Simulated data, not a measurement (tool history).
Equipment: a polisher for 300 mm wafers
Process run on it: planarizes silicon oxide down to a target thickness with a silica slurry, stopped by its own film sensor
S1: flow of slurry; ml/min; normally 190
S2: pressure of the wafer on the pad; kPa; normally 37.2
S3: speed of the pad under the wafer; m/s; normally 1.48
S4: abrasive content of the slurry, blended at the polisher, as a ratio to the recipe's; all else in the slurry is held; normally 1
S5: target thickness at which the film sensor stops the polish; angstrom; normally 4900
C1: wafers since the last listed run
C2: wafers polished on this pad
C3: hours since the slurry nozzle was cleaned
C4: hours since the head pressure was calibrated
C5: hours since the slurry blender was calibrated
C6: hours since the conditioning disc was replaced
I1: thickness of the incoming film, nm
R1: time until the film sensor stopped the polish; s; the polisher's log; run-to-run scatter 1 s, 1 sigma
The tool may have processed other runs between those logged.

run	hour	S1	S2	S3	S4	S5	C1	C2	C3	C4	C5	C6	I1	R1
1	0	190	37.2	1.48	1	4900	0	1587	335.4	348.2	211.2	411	1070.1	104.5
2	41.1	190	37.2	1.48	1	4900	373	1961	376.5	389.3	252.3	452.1	1081	106.1
# hour 73.8: conditioning disc replaced and pad reconditioned
3	98.3	190	37.2	1.48	1	4900	502	2463	433.7	446.5	309.5	24.5	1095.8	105.9
# hour 99.7: slurry nozzle cleaned
4	161.6	190	37.2	1.48	1	4900	566	3030	61.9	509.8	372.8	87.8	1078.1	103.2
5	205.2	190	37.2	1.48	1	6510	396	3427	105.5	553.4	416.4	131.4	1079.5	76.9
6	241.2	165	37.2	1.98	1.25	4900	327	3754	141.5	589.4	452.4	167.4	1073.1	77.2
7	276.2	190	37.2	1.18	1.1	4900	318	4073	176.5	624.4	487.4	202.4	1079.3	116.7
# hour 296.1: slurry blender recalibrated
# hour 323.7: worn pad replaced by a new one, of another model than before
8	344.4	190	37.2	1.18	1	4190	565	188	244.7	692.6	48.3	270.6	1077.7	146.8
9	390	190	37.2	1.48	1	4900	414	603	290.3	738.2	93.9	316.2	1082.3	108
10	444.8	190	40.7	1.48	1.1	3280	498	1101	345.1	793	148.7	371	1070.9	121.6
11	511.2	190	37.2	1.48	1	4900	604	1705	411.5	859.4	215.1	437.4	1082.9	108.2
# hour 534.2: slurry nozzle cleaned
# hour 556.1: conditioning disc replaced and pad reconditioned
12	556.8	190	37.2	1.22	1	4900	387	2093	22.6	905	260.7	0.7	1065.7	119.8
13	616	190	37.2	1.48	1	4900	538	2631	81.8	964.2	319.9	59.9	1074.8	103.9
14	646.7	190	37.2	1.48	1	4900	279	2911	112.5	994.9	350.6	90.6	1093.7	106.4
15	697.4	190	44.8	1.48	1	4900	461	3372	163.2	1045.6	401.3	141.3	1084	93.3
16	733.9	190	37.2	1.48	1	4900	332	3704	199.7	1082.1	437.8	177.8	1080	107.2
# hour 759.3: slurry blender recalibrated
17	762	190	30.3	1.48	1	6430	237	3941	227.8	1110.2	2.7	205.9	1100.2	93.1
# hour 768.2: worn pad replaced by a new one
18	812.9	190	37.2	1.92	1	4900	426	406	278.7	1161.1	53.6	256.8	1064.4	82.2
19	841.9	190	46.9	1.48	1	4900	263	670	307.7	1190.1	82.6	285.8	1089.2	92.2
20	907.4	190	44.8	1.2	1	6140	595	1266	373.2	1255.6	148.1	351.3	1071.7	89.8
# hour 946.2: head pressure recalibrated
21	964.7	235	37.2	1.48	1	4900	503	1769	430.5	18.5	205.4	408.6	1090.8	106.1
22	1020	190	37.2	1.48	1	4900	503	2272	485.8	73.8	260.7	463.9	1061.7	103
23	1065.1	165	37.2	1.86	1	4900	410	2682	530.9	118.9	305.8	509	1092.9	91.3
# hour 1082.8: slurry nozzle cleaned
24	1104.8	190	46.2	1.48	1	4900	352	3035	22	158.6	345.5	548.7	1080.7	92.7
# hour 1116.2: conditioning disc replaced and pad reconditioned
25	1134.5	190	37.2	1.48	1	4900	251	3287	51.7	188.3	375.2	18.3	1081.8	101.8
26	1203.5	190	37.2	1.48	1	4900	627	3914	120.7	257.3	444.2	87.3	1071.2	102.8

3 options for the next run, each taken on its own from the tool as it stands now. Forecast them:
A	1204	190	37.2	1.48	1	4900	4	3919	121.2	257.8	444.7	87.8	1083.1	?
B	1204	175	37.2	1.48	1	5550	4	3919	121.2	257.8	444.7	87.8	1083.1	?
C	1204	220	49.6	1.14	0.9	4900	4	3919	121.2	257.8	444.7	87.8	1083.1	?

run	R1
A	104.5
B	93.6
C	116.6
Stripped of hidden state, with their random variation kept, the same runs would have yielded:
run	R1
A	102.1
B	91.4
C	114.2
